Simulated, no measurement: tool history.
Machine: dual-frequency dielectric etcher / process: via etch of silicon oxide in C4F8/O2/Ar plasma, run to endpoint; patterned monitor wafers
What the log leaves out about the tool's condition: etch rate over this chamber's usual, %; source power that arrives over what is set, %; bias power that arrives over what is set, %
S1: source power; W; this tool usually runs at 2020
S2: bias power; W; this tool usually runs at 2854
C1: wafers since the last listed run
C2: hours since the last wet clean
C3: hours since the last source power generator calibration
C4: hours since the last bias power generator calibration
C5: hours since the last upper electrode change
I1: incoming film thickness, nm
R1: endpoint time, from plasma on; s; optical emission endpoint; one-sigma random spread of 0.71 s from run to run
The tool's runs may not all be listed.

{"run": 1, "hour": 0.0, "S1": 2340, "S2": 2854, "C1": 0, "C2": 157.1, "C3": 2327.5, "C4": 1614.1, "C5": 3786.5, "I1": 1145.6, "R1": 187.4}
{"run": 2, "hour": 55.7, "S1": 2340, "S2": 2854, "C1": 250, "C2": 212.8, "C3": 2383.2, "C4": 1669.8, "C5": 3842.2, "I1": 1158.2, "R1": 192}
{"run": 3, "hour": 104.1, "S1": 2340, "S2": 2854, "C1": 217, "C2": 261.2, "C3": 2431.6, "C4": 1718.2, "C5": 3890.6, "I1": 1167.2, "R1": 191.3}
{"run": 4, "hour": 135.8, "S1": 1800, "S2": 2550, "C1": 142, "C2": 292.9, "C3": 2463.3, "C4": 1749.9, "C5": 3922.3, "I1": 1148.9, "R1": 213.6}
{"run": 5, "hour": 162.1, "S1": 2120, "S2": 3368, "C1": 118, "C2": 319.2, "C3": 2489.6, "C4": 1776.2, "C5": 3948.6, "I1": 1159.2, "R1": 189.2}
{"hour": 200.8, "done": "wet clean of the chamber"}
{"run": 6, "hour": 228.5, "S1": 2120, "S2": 3368, "C1": 190, "C2": 27.7, "C3": 2556, "C4": 1842.6, "C5": 4015, "I1": 1162.7, "R1": 188.4}
{"run": 7, "hour": 281.3, "S1": 2120, "S2": 3368, "C1": 237, "C2": 80.5, "C3": 2608.8, "C4": 1895.4, "C5": 4067.8, "I1": 1161.6, "R1": 188.6}
{"run": 8, "hour": 319.4, "S1": 2020, "S2": 2399, "C1": 171, "C2": 118.6, "C3": 2646.9, "C4": 1933.5, "C5": 4105.9, "I1": 1148.9, "R1": 208.1}
{"run": 9, "hour": 346.5, "S1": 2020, "S2": 2399, "C1": 121, "C2": 145.7, "C3": 2674, "C4": 1960.6, "C5": 4133, "I1": 1159.2, "R1": 209.8}
{"run": 10, "hour": 384.5, "S1": 2020, "S2": 2854, "C1": 170, "C2": 183.7, "C3": 2712, "C4": 1998.6, "C5": 4171, "I1": 1166.5, "R1": 200.3}
{"run": 11, "hour": 418.8, "S1": 2020, "S2": 2854, "C1": 154, "C2": 218, "C3": 2746.3, "C4": 2032.9, "C5": 4205.3, "I1": 1163, "R1": 201.6}
{"hour": 450.8, "done": "upper electrode replaced"}
{"hour": 591.1, "done": "wet clean of the chamber"}
{"run": 12, "hour": 595.3, "S1": 2020, "S2": 2854, "C1": 578, "C2": 4.2, "C3": 2922.8, "C4": 2209.4, "C5": 144.5, "I1": 1143.9, "R1": 197.4}
{"hour": 651.9, "done": "source power generator calibrated"}
{"run": 13, "hour": 659.9, "S1": 2020, "S2": 2503, "C1": 272, "C2": 68.8, "C3": 8, "C4": 2274, "C5": 209.1, "I1": 1151.4, "R1": 206.1}
{"run": 14, "hour": 694.8, "S1": 2020, "S2": 3133, "C1": 157, "C2": 103.7, "C3": 42.9, "C4": 2308.9, "C5": 244, "I1": 1167.4, "R1": 197.9}
{"run": 15, "hour": 753.8, "S1": 2020, "S2": 2854, "C1": 265, "C2": 162.7, "C3": 101.9, "C4": 2367.9, "C5": 303, "I1": 1152, "R1": 198.8}
{"run": 16, "hour": 810.3, "S1": 1810, "S2": 2854, "C1": 254, "C2": 219.2, "C3": 158.4, "C4": 2424.4, "C5": 359.5, "I1": 1169.1, "R1": 210.8}
{"run": 17, "hour": 866.9, "S1": 1790, "S2": 2264, "C1": 254, "C2": 275.8, "C3": 215, "C4": 2481, "C5": 416.1, "I1": 1154, "R1": 220.7}
{"run": 18, "hour": 938.5, "S1": 2020, "S2": 2854, "C1": 322, "C2": 347.4, "C3": 286.6, "C4": 2552.6, "C5": 487.7, "I1": 1153.7, "R1": 198.8}
{"hour": 948.9, "done": "bias power generator calibrated"}
{"hour": 969.0, "done": "wet clean of the chamber"}
{"run": 19, "hour": 978.8, "S1": 2020, "S2": 2548, "C1": 72, "C2": 9.8, "C3": 326.9, "C4": 29.9, "C5": 528, "I1": 1155.3, "R1": 206}
{"run": 20, "hour": 1015.2, "S1": 2020, "S2": 2854, "C1": 163, "C2": 46.2, "C3": 363.3, "C4": 66.3, "C5": 564.4, "I1": 1148.2, "R1": 197}
{"run": 21, "hour": 1076.9, "S1": 2160, "S2": 2212, "C1": 277, "C2": 107.9, "C3": 425, "C4": 128, "C5": 626.1, "I1": 1168.3, "R1": 210.3}
{"run": 22, "hour": 1122.0, "S1": 2020, "S2": 2854, "C1": 202, "C2": 153, "C3": 470.1, "C4": 173.1, "C5": 671.2, "I1": 1154.6, "R1": 200.5}
{"run": 23, "hour": 1190.7, "S1": 1590, "S2": 3285, "C1": 309, "C2": 221.7, "C3": 538.8, "C4": 241.8, "C5": 739.9, "I1": 1162, "R1": 210.5}
{"run": 24, "hour": 1240.9, "S1": 1650, "S2": 3213, "C1": 225, "C2": 271.9, "C3": 589, "C4": 292, "C5": 790.1, "I1": 1157, "R1": 207.8}
{"hour": 1335.8, "done": "wet clean of the chamber"}
{"run": 25, "hour": 1400.0, "S1": 1820, "S2": 3067, "C1": 607, "C2": 64.2, "C3": 748.1, "C4": 451.1, "C5": 949.2, "I1": 1157.4, "R1": 204.5}

Branching from run 25: 5 alternative next runs. What would each branch give?
{"run": "A", "hour": 1400.5, "S1": 2020, "S2": 2854, "C1": 2, "C2": 64.7, "C3": 748.6, "C4": 451.6, "C5": 949.7, "I1": 1157.9, "R1": "?"}
{"run": "B", "hour": 1400.5, "S1": 2260, "S2": 2628, "C1": 2, "C2": 64.7, "C3": 748.6, "C4": 451.6, "C5": 949.7, "I1": 1157.9, "R1": "?"}
{"run": "C", "hour": 1400.5, "S1": 2340, "S2": 3100, "C1": 2, "C2": 64.7, "C3": 748.6, "C4": 451.6, "C5": 949.7, "I1": 1157.9, "R1": "?"}
{"run": "D", "hour": 1400.5, "S1": 2190, "S2": 2854, "C1": 2, "C2": 64.7, "C3": 748.6, "C4": 451.6, "C5": 949.7, "I1": 1157.9, "R1": "?"}
{"run": "E", "hour": 1400.5, "S1": 2280, "S2": 2218, "C1": 2, "C2": 64.7, "C3": 748.6, "C4": 451.6, "C5": 949.7, "I1": 1157.9, "R1": "?"}

run=A R1=198.8
run=B R1=195.2
run=C R1=184.6
run=D R1=193.2
run=E R1=203.1
Without the tool's hidden state the same runs would have given:
run=A R1=198.8
run=B R1=195.2
run=C R1=184.6
run=D R1=193.2
run=E R1=203.1

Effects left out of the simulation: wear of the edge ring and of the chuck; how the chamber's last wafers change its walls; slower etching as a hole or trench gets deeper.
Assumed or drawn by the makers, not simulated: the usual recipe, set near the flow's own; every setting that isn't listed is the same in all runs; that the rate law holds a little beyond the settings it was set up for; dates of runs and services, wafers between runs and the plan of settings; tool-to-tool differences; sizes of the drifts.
